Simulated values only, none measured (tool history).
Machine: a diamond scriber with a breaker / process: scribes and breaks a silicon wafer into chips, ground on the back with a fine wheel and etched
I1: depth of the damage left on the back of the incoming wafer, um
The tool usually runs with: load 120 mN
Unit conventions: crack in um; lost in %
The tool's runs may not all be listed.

Run 1, hour 0.0: usual settings but load 105 mN; I1 0.37. Result: crack 7.90 um, lost 4.16 %.
Run 2, hour 31.0: usual settings but load 105 mN; I1 0.57. Result: crack 7.70 um, lost 5.00 %.
Run 3, hour 63.3: usual settings; I1 0.58. Result: crack 7.96 um, lost 3.69 %.
Run 4, hour 89.1: usual settings; I1 0.34. Result: crack 7.80 um, lost 3.88 %.
Run 5, hour 122.3: usual settings; I1 0.33. Result: crack 7.67 um, lost 3.91 %.
Run 6, hour 147.0: usual settings but load 102 mN; I1 0.76. Result: crack 6.95 um, lost 6.76 %.
Run 7, hour 178.3: usual settings but load 102 mN; I1 0.38. Result: crack 6.96 um, lost 6.96 %.
At hour 196.1: diamond tip replaced by a new one.
Run 8, hour 201.3: usual settings but load 134 mN; I1 0.73. Result: crack 9.88 um, lost 1.11 %.
Run 9, hour 214.2: usual settings; I1 0.73. Result: crack 9.30 um, lost 1.06 %.
Run 10, hour 242.9: usual settings but load 100 mN; I1 0.67. Result: crack 8.19 um, lost 2.67 %.
Run 11, hour 265.0: usual settings but load 148 mN; I1 0.40. Result: crack 9.28 um, lost 1.04 %.
At hour 271.5: load on the tip recalibrated.
Run 12, hour 300.1: usual settings; I1 0.54. Result: crack 8.06 um, lost 2.10 %.
Run 13, hour 324.7: usual settings but load 88 mN; I1 0.72. Result: crack 7.32 um, lost 6.00 %.
Run 14, hour 359.4: usual settings but load 144 mN; I1 0.60. Result: crack 8.64 um, lost 1.43 %.
Run 15, hour 390.5: usual settings but load 149 mN; I1 0.57. Result: crack 8.51 um, lost 1.39 %.
Run 16, hour 412.7: usual settings but load 132 mN; I1 0.77. Result: crack 8.07 um, lost 2.60 %.

Hidden state, per run?
deviation of the load on the tip from its setpoint, %: 0, the same for each run
H1: share of the diamond tip's cutting effectiveness lost through wear, %
run    H1
  1    18
  2  20.5
  3  22.5
  4  23.7
  5  24.9
  6  25.6
  7  26.4
  8  1.23
  9  3.86
 10  8.76
 11  11.8
 12  15.6
 13  17.6
 14  19.9
 15  21.4
 16  22.3
